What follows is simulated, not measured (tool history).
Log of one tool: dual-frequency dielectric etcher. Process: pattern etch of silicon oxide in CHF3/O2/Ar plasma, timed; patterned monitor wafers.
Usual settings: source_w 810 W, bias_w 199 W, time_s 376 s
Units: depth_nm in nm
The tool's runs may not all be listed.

run     day  source_w  bias_w  time_s  read-back reference wafer on the same gauge, depth_nm  depth_nm
  1       0       810     199     376                                                  694.3     807.5
  2   0.446       810     199     376                                                  694.1     800.3
  3   1.062       810     199     376                                                  694.3     805.9
  4   1.788       810     186     376                                                  693.5     767.5
  5   2.046       810     186     376                                                  694.7       774
  6   2.312       810     199     376                                                  694.4     794.2
  7   2.821       810     199     376                                                    695     792.6
  8   3.546       810     199     376                                                  693.7     796.4
      4.121  -- bias power generator calibrated
      4.633  -- upper electrode replaced
  9   4.654       810     199     376                                                  692.5     795.2
 10   4.671       810     199     376                                                  694.2     790.8
 11   4.754       810     199     376                                                  693.1     796.4
      5.479  -- source power generator calibrated
 12     5.5       810     199     376                                                  694.1     788.8
 13   6.146       810     199     376                                                    695     789.6
 14   6.704       740     199   313.5                                                  693.7     638.1
 15   7.029       630     162   420.5                                                  692.7     726.4
 16    7.35       900     199   318.5                                                  694.3     691.7
 17   7.646      1010     165   277.5                                                  693.7     562.3
      8.271  -- gauge calibrated
      9.058  -- wet clean of the chamber
 18   9.079       880     199     437                                                  693.5     992.9
 19   9.096       650     199     376                                                  693.9     779.9
 20   9.275       810     199     376                                                  694.8     823.6
 21     9.9       810     199     376                                                  693.9     825.1
 22  10.375       630     166   473.5                                                  693.8     870.6
 23   11.05       920     162     376                                                  694.1     764.9
 24  12.404       810     248     376                                                  695.7     920.7
 25  12.725       810     199   334.5                                                  693.3     731.4
 26  13.404       810     199     376                                                  694.4     816.7

Forecast each of these 3 alternatives for the next run:
  A  13.425       810     199     376                                                      ?         ?
  B  13.425       810     243   432.5                                                      ?         ?
  C  13.425       640     233     265                                                      ?         ?

run  read-back reference wafer on the same gauge, depth_nm  depth_nm
  A                                                    693     817.6
  B                                                    693    1044.3
  C                                                    693     585.2
Without the tool's hidden state the same runs would have given:
run  depth_nm
  A     824.8
  B    1053.5
  C     590.4

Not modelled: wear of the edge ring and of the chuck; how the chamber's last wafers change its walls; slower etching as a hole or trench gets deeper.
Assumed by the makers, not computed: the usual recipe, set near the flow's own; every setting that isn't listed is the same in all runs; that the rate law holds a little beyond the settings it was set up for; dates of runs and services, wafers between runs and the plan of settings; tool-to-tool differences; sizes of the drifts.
